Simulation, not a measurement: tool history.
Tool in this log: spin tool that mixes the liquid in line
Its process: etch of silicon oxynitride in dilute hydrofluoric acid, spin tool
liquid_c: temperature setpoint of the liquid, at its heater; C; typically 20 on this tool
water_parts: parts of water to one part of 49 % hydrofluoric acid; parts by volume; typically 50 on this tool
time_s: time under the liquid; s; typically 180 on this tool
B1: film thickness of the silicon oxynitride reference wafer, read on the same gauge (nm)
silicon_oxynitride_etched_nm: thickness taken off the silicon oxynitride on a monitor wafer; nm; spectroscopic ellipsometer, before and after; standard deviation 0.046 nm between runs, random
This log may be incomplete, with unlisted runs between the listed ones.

Run 1, hour 0: usual settings; B1 119.95. Result: silicon_oxynitride_etched_nm 15.26 nm.
Run 2, hour 7.4: usual settings; B1 119.99. Result: silicon_oxynitride_etched_nm 15.18 nm.
Run 3, hour 16.2: usual settings; B1 119.99. Result: silicon_oxynitride_etched_nm 15.17 nm.
Run 4, hour 30.5: usual settings; B1 120.04. Result: silicon_oxynitride_etched_nm 15.21 nm.
Run 5, hour 36.9: usual settings; B1 120.02. Result: silicon_oxynitride_etched_nm 15.23 nm.
Run 6, hour 50.3: usual settings; B1 120.01. Result: silicon_oxynitride_etched_nm 15.22 nm.
Run 7, hour 62.7: usual settings but water_parts 55 parts by volume; B1 120. Result: silicon_oxynitride_etched_nm 13.94 nm.
Run 8, hour 68.8: usual settings but water_parts 55 parts by volume; B1 120. Result: silicon_oxynitride_etched_nm 13.79 nm.
Run 9, hour 79.1: usual settings but water_parts 45 parts by volume, time_s 230 s; B1 119.98. Result: silicon_oxynitride_etched_nm 21.76 nm.
Run 10, hour 86.3: usual settings but water_parts 45 parts by volume, time_s 230 s; B1 120. Result: silicon_oxynitride_etched_nm 21.72 nm.
Run 11, hour 103.5: usual settings but water_parts 45 parts by volume, time_s 230 s; B1 120. Result: silicon_oxynitride_etched_nm 21.78 nm.
Run 12, hour 118.5: usual settings but water_parts 30 parts by volume, time_s 215 s; B1 119.98. Result: silicon_oxynitride_etched_nm 30.89 nm.
Run 13, hour 127.3: usual settings; B1 119.98. Result: silicon_oxynitride_etched_nm 15.37 nm.
Run 14, hour 144.7: usual settings; B1 119.98. Result: silicon_oxynitride_etched_nm 15.43 nm.
Run 15, hour 157.7: usual settings but liquid_c 21.5 C, water_parts 65 parts by volume, time_s 100 s; B1 119.99. Result: silicon_oxynitride_etched_nm 7.04 nm.
At hour 180.6: thermometer replaced.
At hour 197.6: hydrofluoric acid flow meter replaced.
Run 16, hour 207.1: usual settings but liquid_c 23.5 C, time_s 110 s; B1 119.95. Result: silicon_oxynitride_etched_nm 9.02 nm.
Run 17, hour 219.2: usual settings; B1 120.01. Result: silicon_oxynitride_etched_nm 12.48 nm.
Run 18, hour 232.1: usual settings but liquid_c 22.5 C, time_s 260 s; B1 120. Result: silicon_oxynitride_etched_nm 20.44 nm.
Run 19, hour 240.3: usual settings but liquid_c 18.5 C, water_parts 65 parts by volume, time_s 275 s; B1 120.01. Result: silicon_oxynitride_etched_nm 13.45 nm.
Run 20, hour 247.1: usual settings but liquid_c 24.5 C, water_parts 65 parts by volume, time_s 275 s; B1 120. Result: silicon_oxynitride_etched_nm 18.01 nm.
Run 21, hour 254.7: usual settings; B1 119.94. Result: silicon_oxynitride_etched_nm 12.54 nm.
Run 22, hour 267.5: usual settings; B1 119.99. Result: silicon_oxynitride_etched_nm 12.49 nm.
Run 23, hour 284.4: usual settings but water_parts 65 parts by volume; B1 120.01. Result: silicon_oxynitride_etched_nm 9.53 nm.
At hour 289.2: gauge calibrated.
Run 24, hour 298.5: usual settings but liquid_c 22.5 C; B1 120.03. Result: silicon_oxynitride_etched_nm 14.16 nm.
Run 25, hour 325.3: usual settings but time_s 75 s; B1 119.96. Result: silicon_oxynitride_etched_nm 5.26 nm.
Run 26, hour 342.5: usual settings but liquid_c 17 C, water_parts 40 parts by volume, time_s 90 s; B1 120.05. Result: silicon_oxynitride_etched_nm 6.82 nm.
Run 27, hour 353.5: usual settings but liquid_c 22 C, water_parts 75 parts by volume, time_s 255 s; B1 119.99. Result: silicon_oxynitride_etched_nm 12.98 nm.
Run 28, hour 361.1: usual settings but water_parts 25 parts by volume; B1 119.97. Result: silicon_oxynitride_etched_nm 25.77 nm.
Run 29, hour 375.1: usual settings but liquid_c 23 C, water_parts 40 parts by volume, time_s 120 s; B1 119.94. Result: silicon_oxynitride_etched_nm 12.37 nm.

What if the next run were any one of these 5? Each begins from the tool's condition after run 29:
Run A, hour 375.6: usual settings but liquid_c 17 C; B1 ?. Result: silicon_oxynitride_etched_nm ?.
Run B, hour 375.6: usual settings but water_parts 40 parts by volume, time_s 235 s; B1 ?. Result: silicon_oxynitride_etched_nm ?.
Run C, hour 375.6: usual settings but liquid_c 24 C, time_s 125 s; B1 ?. Result: silicon_oxynitride_etched_nm ?.
Run D, hour 375.6: usual settings but liquid_c 24 C; B1 ?. Result: silicon_oxynitride_etched_nm ?.
Run E, hour 375.6: usual settings but time_s 120 s; B1 ?. Result: silicon_oxynitride_etched_nm ?.

run      B1  silicon_oxynitride_etched_nm
  A  120.03                         10.88
  B  120.03                         20.82
  C  120.03                         10.73
  D  120.03                         15.45
  E  120.03                          8.45
Without the tool's unlogged condition, the same runs would have read:
run  silicon_oxynitride_etched_nm
  A                         10.55
  B                          20.2
  C                         10.41
  D                         14.99
  E                           8.2
